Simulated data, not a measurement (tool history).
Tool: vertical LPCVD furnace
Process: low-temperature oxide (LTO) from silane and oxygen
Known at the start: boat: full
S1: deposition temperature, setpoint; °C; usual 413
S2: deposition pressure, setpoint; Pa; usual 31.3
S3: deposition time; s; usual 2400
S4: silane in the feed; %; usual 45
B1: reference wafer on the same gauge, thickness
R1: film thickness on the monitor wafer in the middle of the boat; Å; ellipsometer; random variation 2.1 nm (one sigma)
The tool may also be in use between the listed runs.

run    hour   S1    S2    S3  S4      B1      R1
  1       0  413  31.3  2610  45  507.26  5538.8
  2    33.8  413  31.3  2610  45  507.26  5558.2
  3   103.8  413  31.3  2610  45  507.23  5560.2
  4   139.7  413  31.3  2400  45  506.64  5148.2
  5   172.3  413  31.3  2400  45  507.21  5131.1
  6   225.7  413  31.3  2400  45  506.04  5096.5
  7   260.4  413  31.3  2400  45  507.07  5105.7
  8   314.1  413  31.3  2400  45  506.71  5088.5
  9   368.4  413  31.3  2400  45  506.75  5114.2
 10   414.2  413  31.3  2400  45  507.02  5084.9
 11   472.3  413  31.3  2400  45  506.73    5095
      500.9  -- pressure gauge zeroed
 12   533.4  419    28  3330  37  506.82  5383.6
      583.9  -- thermocouples replaced and temperature profile calibrated
 13   600.9  404  29.3  2400  45  507.64  4333.7
 14   656.3  404    36  2400  45  507.32  5345.6
      670.2  -- gauge calibrated
 15   727.6  419    28  3330  37  506.92  5363.1
 16   790.5  413  28.7  2400  45  507.11  4688.9
      837.2  -- silane flow controller replaced
 17   837.7  413  31.3  2400  45  506.91  5487.7
 18   887.9  413  37.3  1770  37  506.36  3919.4
 19     956  413  31.3  2400  45  507.12  5445.7
 20   984.3  408  31.3  2400  45  506.45    5154
     1014.1  -- silane flow controller replaced, repeated, since the last time left the tool worse
 21  1035.5  419  25.3  2400  45  506.54  4454.3
 22  1076.3  406  26.7  3360  40  506.66  5103.4
 23    1246  416  31.3  1800  37  506.97  3245.9

Forecast each of these 3 alternatives for the next run:
  A  1250.1  413  31.3  2400  45   ?   ?
  B  1250.1  413  31.3  2400  40   ?   ?
  C  1250.1  419  27.3  2400  45   ?   ?

run      B1      R1
  A  506.89  5182.9
  B  506.89  4562.4
  C  506.89  4800.3
Without the tool's hidden state the same runs would have given:
run      R1
  A  5222.6
  B  4607.3
  C  4836.3
